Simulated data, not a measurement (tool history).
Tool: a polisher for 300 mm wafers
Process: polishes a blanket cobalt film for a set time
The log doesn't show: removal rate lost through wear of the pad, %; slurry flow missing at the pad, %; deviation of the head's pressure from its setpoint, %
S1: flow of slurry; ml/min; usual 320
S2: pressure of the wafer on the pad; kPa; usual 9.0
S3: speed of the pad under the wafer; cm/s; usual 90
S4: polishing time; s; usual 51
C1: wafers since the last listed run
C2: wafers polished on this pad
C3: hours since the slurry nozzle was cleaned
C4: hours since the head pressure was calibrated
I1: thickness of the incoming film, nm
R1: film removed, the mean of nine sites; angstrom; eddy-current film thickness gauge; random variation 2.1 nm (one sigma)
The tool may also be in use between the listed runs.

run     day   S1    S2   S3  S4   C1    C2     C3     C4      I1    R1
  1   0.000  320   9.0   90  51    0   674  449.9  820.3  1021.5  1508
  2   0.633  320   9.0   90  51  156   830  465.1  835.5  1021.5  1468
  3   1.046  320   9.0   90  51  101   932  475.0  845.4  1032.5  1468
      1.508  -- worn pad replaced by a new one
  4   1.529  320   9.0   90  60   78     5  486.6  857.0  1022.2  1865
  5   2.050  320   9.0   90  60  128   133  499.1  869.5  1027.7  1895
  6   2.658  320   9.0   90  51  150   284  513.7  884.1  1017.3  1582
  7   3.371  320   9.0   90  51  175   459  530.8  901.2  1029.8  1547
  8   4.029  320  11.7   90  51  162   622  546.6  917.0  1008.6  2024
  9   4.658  320  11.7   90  51  155   777  561.7  932.1  1017.4  1959
      4.988  -- worn pad replaced by a new one
 10   5.392  320  11.7   90  51  139    99  579.3  949.7  1029.7  2100
 11   5.992  320   9.0   90  61  148   247  593.7  964.1  1034.9  1885
 12   6.321  320   9.0   74  51   81   328  601.6  972.0  1033.2  1388
      6.754  -- head pressure recalibrated
 13   6.775  320   9.0  100  51   91   420  612.5    0.5  1039.6  1645
 14   7.262  220   9.0   90  51  120   540  624.2   12.2  1027.8  1427
 15   7.679  320   9.0  112  51  102   643  634.2   22.2  1010.9  1721
 16   8.312  320  11.0   90  51  156   799  649.4   37.4  1032.2  1840
      8.617  -- slurry nozzle cleaned
 17   8.854  320  10.3   90  34  123   922    5.7   50.4  1016.9  1086
 18   9.288  240   7.6   90  59  106  1029   16.1   60.8  1028.8  1339
      9.467  -- worn pad replaced by a new one
 19   9.550  245   9.0   90  51   23    20   22.4   67.1  1023.1  1608
 20  10.188  320  10.3   90  34  157   177   37.7   82.4  1017.4  1232
 21  10.650  390   7.6   90  51  114   291   48.8   93.5  1021.9  1352
 22  11.138  320   7.6   90  68  120   412   60.5  105.2  1035.0  1732
 23  11.712  385  10.3   78  46  141   554   74.3  119.0  1014.1  1472

The next listed run, before its measurement:
 24  12.358  320  9.0  90  51  159  713  89.8  134.5  1044.8   ?

Run 24 gave R1 1527 angstrom.
Without the tool's hidden state the same run would have given R1 1651 angstrom.
